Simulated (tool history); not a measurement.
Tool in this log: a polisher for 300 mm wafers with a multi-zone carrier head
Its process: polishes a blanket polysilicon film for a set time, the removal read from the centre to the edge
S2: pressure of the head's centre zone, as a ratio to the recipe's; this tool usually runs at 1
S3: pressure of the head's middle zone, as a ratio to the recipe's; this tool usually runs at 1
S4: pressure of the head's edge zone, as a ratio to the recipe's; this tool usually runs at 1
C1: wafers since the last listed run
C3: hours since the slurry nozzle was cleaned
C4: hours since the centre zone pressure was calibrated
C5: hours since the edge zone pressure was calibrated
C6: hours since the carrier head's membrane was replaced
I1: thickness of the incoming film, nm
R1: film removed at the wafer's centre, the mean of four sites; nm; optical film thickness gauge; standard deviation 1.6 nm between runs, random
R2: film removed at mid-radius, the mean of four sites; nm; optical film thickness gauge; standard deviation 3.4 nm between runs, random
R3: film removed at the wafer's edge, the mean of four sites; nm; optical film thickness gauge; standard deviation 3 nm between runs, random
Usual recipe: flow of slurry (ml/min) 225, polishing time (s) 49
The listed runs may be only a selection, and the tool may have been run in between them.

run 1 hour=0 | flow_of_slurry_(ml/min)=225 S2=1 S3=1 S4=1 polishing_time_(s)=61 | C1=0 wafers_polished_on_this_pad=439 C3=17.5 C4=670 C5=317.6 C6=433.8 | I1=2209.8 | R1=338.9 R2=327.8 R3=342.4
run 2 hour=38.7 | flow_of_slurry_(ml/min)=225 S2=1 S3=1 S4=1 polishing_time_(s)=61 | C1=215 wafers_polished_on_this_pad=654 C3=56.2 C4=708.7 C5=356.3 C6=472.5 | I1=2187.8 | R1=340.8 R2=328.5 R3=343.4
run 3 hour=78.2 | flow_of_slurry_(ml/min)=225 S2=1 S3=1 S4=1.05 polishing_time_(s)=49 | C1=219 wafers_polished_on_this_pad=874 C3=95.7 C4=748.2 C5=395.8 C6=512 | I1=2214.9 | R1=271.9 R2=256.8 R3=281.3
run 4 hour=126.9 | flow_of_slurry_(ml/min)=225 S2=1 S3=1 S4=1.05 polishing_time_(s)=49 | C1=271 wafers_polished_on_this_pad=1145 C3=144.4 C4=796.9 C5=444.5 C6=560.7 | I1=2232.5 | R1=269.7 R2=268.8 R3=282.8
-- hour=157.7 worn pad replaced by a new one
run 5 hour=253.3 | flow_of_slurry_(ml/min)=225 S2=1 S3=1 S4=1 polishing_time_(s)=37 | C1=681 wafers_polished_on_this_pad=532 C3=270.8 C4=923.3 C5=570.9 C6=687.1 | I1=2218.9 | R1=201 R2=190.3 R3=204.1
run 6 hour=295.1 | flow_of_slurry_(ml/min)=225 S2=1 S3=1 S4=1 polishing_time_(s)=49 | C1=232 wafers_polished_on_this_pad=764 C3=312.6 C4=965.1 C5=612.7 C6=728.9 | I1=2196.5 | R1=262.1 R2=250.4 R3=270.1
-- hour=318.3 slurry nozzle cleaned
-- hour=386.6 worn pad replaced by a new one, of another model than before
-- hour=395.1 carrier head's membrane replaced by a new one
run 7 hour=421.6 | flow_of_slurry_(ml/min)=225 S2=1 S3=1 S4=1 polishing_time_(s)=49 | C1=648 wafers_polished_on_this_pad=167 C3=103.3 C4=1091.6 C5=739.2 C6=26.5 | I1=2189.3 | R1=272.2 R2=266.8 R3=276.3
run 8 hour=490.6 | flow_of_slurry_(ml/min)=225 S2=1 S3=1 S4=1 polishing_time_(s)=49 | C1=384 wafers_polished_on_this_pad=551 C3=172.3 C4=1160.6 C5=808.2 C6=95.5 | I1=2220.2 | R1=268.6 R2=259 R3=274.1
-- hour=519.8 centre zone pressure recalibrated
run 9 hour=560.7 | flow_of_slurry_(ml/min)=225 S2=1 S3=1 S4=1 polishing_time_(s)=49 | C1=378 wafers_polished_on_this_pad=930 C3=242.4 C4=40.9 C5=878.3 C6=165.6 | I1=2212.2 | R1=264.1 R2=258.8 R3=268.1
run 10 hour=588.7 | flow_of_slurry_(ml/min)=160 S2=1 S3=0.92 S4=1.11 polishing_time_(s)=35 | C1=155 wafers_polished_on_this_pad=1086 C3=270.4 C4=68.9 C5=906.3 C6=193.6 | I1=2234.8 | R1=162.7 R2=148.8 R3=187.9
-- hour=604.1 edge zone pressure recalibrated
-- hour=616.2 worn pad replaced by a new one
run 11 hour=658.1 | flow_of_slurry_(ml/min)=145 S2=1 S3=1 S4=0.95 polishing_time_(s)=49 | C1=352 wafers_polished_on_this_pad=233 C3=339.8 C4=138.3 C5=54 C6=263 | I1=2213.8 | R1=193.9 R2=194.4 R3=221.3

Run 12 is up next; what results do you expect?
-- hour=692 slurry nozzle cleaned
run 12 hour=717.9 | flow_of_slurry_(ml/min)=225 S2=1 S3=1 S4=1 polishing_time_(s)=49 | C1=327 wafers_polished_on_this_pad=560 C3=25.9 C4=198.1 C5=113.8 C6=322.8 | I1=2162.5 | R1=? R2=? R3=?

Run 12 produced R1 273.2 nm, R2 266.3 nm, R3 273.9 nm.
Without the tool's hidden state the same run would have given R1 273.7 nm, R2 266.7 nm, R3 274.3 nm.
